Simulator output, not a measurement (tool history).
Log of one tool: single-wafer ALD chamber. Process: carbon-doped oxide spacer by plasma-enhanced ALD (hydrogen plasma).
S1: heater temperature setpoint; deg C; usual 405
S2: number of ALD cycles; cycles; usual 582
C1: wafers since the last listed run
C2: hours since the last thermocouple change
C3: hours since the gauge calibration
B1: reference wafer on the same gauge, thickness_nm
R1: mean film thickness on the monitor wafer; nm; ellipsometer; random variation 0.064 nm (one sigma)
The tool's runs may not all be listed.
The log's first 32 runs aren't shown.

| run | hour | S1 | S2 | C1 | C2 | C3 | B1 | R1 |
|---|---|---|---|---|---|---|---|---|
| 33 | 457.8 | 409 | 473 | 11 | 49.5 | 238.1 | 25.891 | 20.624 |
| 34 | 472.9 | 412 | 506 | 13 | 64.6 | 253.2 | 25.903 | 21.745 |
| 35 | 489.7 | 420 | 689 | 15 | 81.4 | 270 | 25.889 | 29.029 |
| 36 | 500.3 | 405 | 582 | 9 | 92 | 280.6 | 25.908 | 25.503 |
| 37 | 510.8 | 400 | 537 | 9 | 102.5 | 291.1 | 25.914 | 23.763 |
| 38 | 518 | 405 | 582 | 6 | 109.7 | 298.3 | 25.901 | 25.438 |
| 39 | 531.8 | 405 | 582 | 12 | 123.5 | 312.1 | 25.902 | 25.423 |
| 40 | 549.1 | 405 | 582 | 15 | 140.8 | 329.4 | 25.899 | 25.448 |
| 41 | 555.2 | 405 | 582 | 5 | 146.9 | 335.5 | 25.911 | 25.71 |
| 42 | 572.2 | 405 | 582 | 15 | 163.9 | 352.5 | 25.883 | 25.761 |
| 43 | 579.9 | 405 | 582 | 7 | 171.6 | 360.2 | 25.903 | 25.601 |

Forecast each of these 4 alternatives for the next run:
| A | 581.2 | 405 | 582 | 1 | 172.9 | 361.5 | ? | ? |
| B | 581.2 | 405 | 618 | 1 | 172.9 | 361.5 | ? | ? |
| C | 581.2 | 411 | 582 | 1 | 172.9 | 361.5 | ? | ? |
| D | 581.2 | 417 | 472 | 1 | 172.9 | 361.5 | ? | ? |

| run | B1 | R1 |
|---|---|---|
| A | 25.915 | 25.601 |
| B | 25.915 | 27.184 |
| C | 25.915 | 25.192 |
| D | 25.915 | 20.099 |
Without the tool's hidden state the same runs would have given:
| run | R1 |
|---|---|
| A | 25.413 |
| B | 26.985 |
| C | 25.005 |
| D | 19.947 |
